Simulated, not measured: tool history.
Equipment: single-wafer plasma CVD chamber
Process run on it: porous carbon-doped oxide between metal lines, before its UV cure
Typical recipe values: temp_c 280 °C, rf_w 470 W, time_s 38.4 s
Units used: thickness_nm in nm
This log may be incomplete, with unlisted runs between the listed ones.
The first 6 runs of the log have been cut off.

run	hour	temp_c	rf_w	time_s	wafers since the last listed run	hours since the last thermocouple change	hours since the last RF generator calibration	hours since the showerhead was replaced	hours since the gauge calibration	read-back reference wafer on the same gauge, thickness_nm	thickness_nm
7	168.7	280	410	32.4	227	785.0	1412.1	7540.1	376.8	220.572	180.510
8	192.8	280	410	32.4	397	809.1	1436.2	7564.2	400.9	221.062	180.646
9	217.4	272	530	38.4	406	833.7	1460.8	7588.8	425.5	220.833	262.283
# hour 315.6: RF generator calibrated
# hour 327.1: showerhead replaced
10	327.6	272	530	38.4	1554	943.9	12.0	0.5	535.7	221.195	256.108
11	334.2	272	530	38.4	108	950.5	18.6	7.1	542.3	221.210	256.219
12	364.8	280	470	38.4	505	981.1	49.2	37.7	572.9	220.951	224.797
# hour 375.2: thermocouple changed; heater temperature recalibrated
13	398.6	280	470	38.4	425	23.4	83.0	71.5	606.7	221.133	222.106
14	421.0	280	470	38.4	369	45.8	105.4	93.9	629.1	220.940	224.786
15	443.7	280	470	38.4	374	68.5	128.1	116.6	651.8	220.717	223.859
16	467.5	280	385	38.4	392	92.3	151.9	140.4	675.6	221.026	198.397
17	482.5	272	530	38.4	247	107.3	166.9	155.4	690.6	220.997	255.135
18	498.6	280	410	32.4	265	123.4	183.0	171.5	706.7	221.197	174.839
# hour 512.2: gauge calibrated
# hour 520.1: RF generator calibrated, repeated, since the last time left the tool worse
19	529.5	272	530	38.4	378	154.3	9.4	202.4	17.3	220.864	269.504
20	553.5	269	470	38.4	396	178.3	33.4	226.4	41.3	221.286	259.141
21	576.1	287	430	34.7	373	200.9	56.0	249.0	63.9	220.963	194.002
22	600.0	267	505	40.6	394	224.8	79.9	272.9	87.8	221.386	284.203
23	613.2	274	470	41.6	217	238.0	93.1	286.1	101.0	220.994	266.217
24	636.5	274	515	41.8	384	261.3	116.4	309.4	124.3	221.029	280.273
25	656.0	280	410	38.4	321	280.8	135.9	328.9	143.8	221.229	219.098
26	676.1	280	470	40.7	331	300.9	156.0	349.0	163.9	221.456	249.868
27	690.5	272	470	38.4	237	315.3	170.4	363.4	178.3	221.346	247.993
28	759.1	280	470	38.4	1132	383.9	239.0	432.0	246.9	220.861	234.913
29	777.3	280	395	38.4	300	402.1	257.2	450.2	265.1	220.900	210.949
30	801.2	272	470	43.5	394	426.0	281.1	474.1	289.0	221.234	280.977
31	820.3	280	530	45.6	315	445.1	300.2	493.2	308.1	220.786	294.529

Consider 4 possible next runs. They are alternatives, not a sequence: every one starts from the tool as it was left by run 31. What does each give?
A	820.7	280	470	44.7	6	445.5	300.6	493.6	308.5	?	?
B	820.7	274	470	42.8	6	445.5	300.6	493.6	308.5	?	?
C	820.7	280	445	45.3	6	445.5	300.6	493.6	308.5	?	?
D	820.7	268	470	38.4	6	445.5	300.6	493.6	308.5	?	?

run	read-back reference wafer on the same gauge, thickness_nm	thickness_nm
A	221.086	271.455
B	221.086	271.917
C	221.086	266.298
D	221.086	255.948
With the hidden condition removed and each run's random variation left untouched, the same runs would have given:
run	thickness_nm
A	274.898
B	275.366
C	270.187
D	259.194
